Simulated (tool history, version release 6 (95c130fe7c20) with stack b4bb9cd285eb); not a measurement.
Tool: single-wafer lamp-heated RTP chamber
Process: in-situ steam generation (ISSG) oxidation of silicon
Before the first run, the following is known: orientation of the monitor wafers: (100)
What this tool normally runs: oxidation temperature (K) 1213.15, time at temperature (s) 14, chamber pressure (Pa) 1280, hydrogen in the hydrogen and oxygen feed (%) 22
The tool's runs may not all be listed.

| run | hour | oxidation temperature (K) | time at temperature (s) | chamber pressure (Pa) | hydrogen in the hydrogen and oxygen feed (%) | read-back reference wafer on the same gauge, thickness | oxide thickness on the monitor wafer (Å) |
|---|---|---|---|---|---|---|---|
| 1 | 0.0 | 1213.15 | 10 | 1360 | 22 | 3.389 | 36.20 |
| 2 | 17.2 | 1213.15 | 10 | 1360 | 22 | 3.393 | 36.23 |
| 3 | 23.5 | 1213.15 | 10 | 1360 | 22 | 3.389 | 36.25 |
| 4 | 37.1 | 1213.15 | 14 | 1280 | 15 | 3.388 | 38.17 |
| 5 | 51.0 | 1213.15 | 14 | 1280 | 15 | 3.388 | 38.18 |
| 6 | 67.9 | 1213.15 | 14 | 1280 | 15 | 3.389 | 38.18 |
|  | 81.3 | pressure gauge zeroed |
| 7 | 84.2 | 1213.15 | 14 | 1280 | 22 | 3.391 | 41.73 |
|  | 99.9 | gauge calibrated |
| 8 | 100.8 | 1213.15 | 14 | 1280 | 22 | 3.389 | 41.60 |
| 9 | 118.1 | 1213.15 | 14 | 1280 | 22 | 3.390 | 41.66 |
| 10 | 131.4 | 1213.15 | 14 | 1280 | 25 | 3.389 | 43.01 |
| 11 | 142.7 | 1226.15 | 10 | 1133 | 26 | 3.388 | 40.35 |
|  | 159.1 | hydrogen flow controller replaced |
| 12 | 159.6 | 1213.15 | 12 | 1280 | 27 | 3.388 | 41.69 |
| 13 | 170.4 | 1223.15 | 12 | 1173 | 13 | 3.395 | 36.25 |
| 14 | 185.2 | 1213.15 | 17 | 1107 | 32 | 3.391 | 50.14 |
| 15 | 193.5 | 1213.15 | 12 | 1280 | 22 | 3.390 | 39.52 |
| 16 | 209.3 | 1227.15 | 10 | 1147 | 18 | 3.391 | 36.83 |
| 17 | 218.3 | 1203.15 | 14 | 1280 | 22 | 3.391 | 40.98 |
| 18 | 232.5 | 1213.15 | 14 | 1360 | 22 | 3.393 | 41.42 |
| 19 | 240.8 | 1219.15 | 19 | 1360 | 22 | 3.391 | 47.51 |
| 20 | 256.1 | 1200.15 | 14 | 1120 | 13 | 3.387 | 36.57 |
| 21 | 265.6 | 1224.15 | 10 | 1280 | 22 | 3.393 | 38.19 |
| 22 | 290.8 | 1213.15 | 9 | 1280 | 30 | 3.391 | 38.58 |
|  | 304.6 | pyrometer window cleaned and pyrometer calibrated |
| 23 | 305.1 | 1213.15 | 11 | 1280 | 29 | 3.387 | 40.29 |
| 24 | 319.9 | 1213.15 | 14 | 1280 | 22 | 3.386 | 40.97 |
| 25 | 334.5 | 1213.15 | 10 | 1147 | 22 | 3.395 | 36.91 |
| 26 | 352.4 | 1204.15 | 19 | 1280 | 16 | 3.389 | 42.27 |
| 27 | 366.9 | 1213.15 | 13 | 1280 | 25 | 3.389 | 41.39 |
| 28 | 384.1 | 1213.15 | 14 | 1280 | 22 | 3.392 | 41.00 |
| 29 | 401.6 | 1213.15 | 14 | 1280 | 22 | 3.391 | 41.23 |
| 30 | 415.3 | 1200.15 | 17 | 1280 | 14 | 3.391 | 39.23 |
| 31 | 429.8 | 1213.15 | 14 | 1280 | 13 | 3.390 | 36.86 |

4 ways to go on from here, each from the tool as it stands after run 31. What would each give?
| A | 430.2 | 1213.15 | 16 | 1280 | 22 | ? | ? |
| B | 430.2 | 1213.15 | 14 | 1213 | 22 | ? | ? |
| C | 430.2 | 1206.15 | 13 | 1147 | 22 | ? | ? |
| D | 430.2 | 1213.15 | 12 | 1173 | 22 | ? | ? |

| run | read-back reference wafer on the same gauge, thickness | oxide thickness on the monitor wafer (Å) |
|---|---|---|
| A | 3.388 | 43.14 |
| B | 3.388 | 41.35 |
| C | 3.388 | 39.81 |
| D | 3.388 | 39.24 |
The same runs, with their run-to-run variation unchanged, on a tool lacking any hidden condition would have given:
| run | oxide thickness on the monitor wafer (Å) |
|---|---|
| A | 42.83 |
| B | 41.07 |
| C | 39.56 |
| D | 38.99 |

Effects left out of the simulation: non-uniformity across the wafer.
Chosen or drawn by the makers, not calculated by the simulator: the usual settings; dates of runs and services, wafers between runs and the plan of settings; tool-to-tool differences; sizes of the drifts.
